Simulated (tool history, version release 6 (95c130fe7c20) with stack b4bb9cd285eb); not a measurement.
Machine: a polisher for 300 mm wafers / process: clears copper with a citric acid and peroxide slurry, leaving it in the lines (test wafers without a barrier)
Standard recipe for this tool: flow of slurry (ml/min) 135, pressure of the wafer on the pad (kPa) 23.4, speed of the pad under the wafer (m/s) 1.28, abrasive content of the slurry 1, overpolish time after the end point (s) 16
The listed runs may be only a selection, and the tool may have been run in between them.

run,hour,flow of slurry (ml/min),pressure of the wafer on the pad (kPa),speed of the pad under the wafer (m/s),abrasive content of the slurry,overpolish time after the end point (s),"incoming thickness of the incoming film, nm",time until the end point was called (s),dishing of a wide line in a test structure (nm)
1,0,135,23.4,1.28,1,16,344.4,135.7,29.2
2,51.1,100,23.4,1.28,1,16,345.8,141.8,26.7
3,111,135,23.4,1.28,1,16,345.8,133.7,28.6
# hour 126.7: worn pad replaced by a new one
4,156.7,135,23.4,1.28,1,16,342.9,120,32.1
5,203.3,135,23.4,1.28,1,16,347.2,125.9,30.4
6,260.8,135,23.4,1.28,1,16,347.9,126.9,29.9
# hour 296: slurry nozzle cleaned
# hour 326.8: slurry blender recalibrated
7,332,135,29.6,1.28,1,24,340.8,101.8,51.7
8,377,135,23.4,1.28,1,16,340.4,130.4,29.2
9,447,135,23.4,1.28,1,16,343.3,127.5,29.3
# hour 465.8: worn pad replaced by a new one, of another model than before
10,508.5,135,23.4,1.28,1,16,340.3,118.5,31.8
11,537.3,135,23.4,1.28,1,16,342.4,120.8,31.2
# hour 553.8: head pressure recalibrated
12,584.2,135,23.4,0.98,1,11,341.7,150.4,18.2
# hour 601.6: slurry nozzle cleaned
13,642.9,135,23.4,1.28,1,12,342.4,126.8,23
14,667.1,135,23.4,1.52,0.85,16,345.3,118.3,31.8
# hour 676.2: slurry blender recalibrated
15,738.2,135,23.4,1.28,1,16,341.9,131.6,29.1
16,775.9,135,23.4,1.56,1.2,16,337.7,109.3,33.8
# hour 787.4: worn pad replaced by a new one
17,842.4,135,23.4,1.28,1,16,349.5,125.6,31
18,902.5,135,23.4,1.16,1.3,16,347.4,131.2,29.4
19,933,135,23.4,1.28,1,16,342.8,123.9,30.1
# hour 964.8: slurry nozzle cleaned
20,997,135,29.6,1.56,1.2,16,343.7,91.6,40.2
# hour 1015.6: slurry blender recalibrated
21,1050.4,120,23.4,1.28,1,16,341.3,135.5,28
# hour 1094.1: worn pad replaced by a new one
22,1094.6,100,23.4,1.28,0.85,6,347.9,136.2,11.3
23,1135.6,120,23.4,1.28,1,23,350.1,123.5,41.8
24,1186.3,155,23.4,1.28,1,16,345.5,119,31.2
25,1229.9,135,23.4,1.28,0.8,24,342.8,132,42.3
26,1275.5,105,20.7,1.04,1,20,347.1,182.6,26.5
27,1342.6,170,29,1.5,1,16,339.9,92.4,39.5
# hour 1349.3: slurry nozzle cleaned
28,1402.9,135,17.9,1.52,1,6,346.8,137.6,10.8
# hour 1414.9: slurry blender recalibrated
# hour 1415: worn pad replaced by a new one
29,1444.8,135,23.4,1.08,1,16,347,138.6,28.2

A few steps of time until the end point was called (s) between consecutive runs. Split each: what settings, incoming material and random variation would produce without the hidden state, and what is left over for the hidden state, along with gauge scatter present in only one of the two compared results (measured, and without hidden state):
What the log doesn't record here: removal rate lost through wear of the pad, %; slurry flow missing at the pad, %; deviation of the head's pressure from its setpoint, %; abrasive missing from the slurry, %.
Run 3 -> 4: worn pad replaced by a new one. time until the end point was called (s) -13.7: hidden state -13.9, all else +0.2.
Run 21 -> 22: flow of slurry (ml/min) 120 -> 100, abrasive content of the slurry 1 -> 0.85, overpolish time after the end point (s) 16 -> 6, worn pad replaced by a new one. time until the end point was called (s) +0.7: hidden state -15.4, all else +16.1.
Run 25 -> 26: flow of slurry (ml/min) 135 -> 105, pressure of the wafer on the pad (kPa) 23.4 -> 20.7, speed of the pad under the wafer (m/s) 1.28 -> 1.04, abrasive content of the slurry 0.8 -> 1, overpolish time after the end point (s) 24 -> 20. time until the end point was called (s) +50.6: hidden state +6.9, all else +43.7.
Run 26 -> 27: flow of slurry (ml/min) 105 -> 170, pressure of the wafer on the pad (kPa) 20.7 -> 29, speed of the pad under the wafer (m/s) 1.04 -> 1.5, overpolish time after the end point (s) 20 -> 16. time until the end point was called (s) -90.2: hidden state -8.2, all else -82.
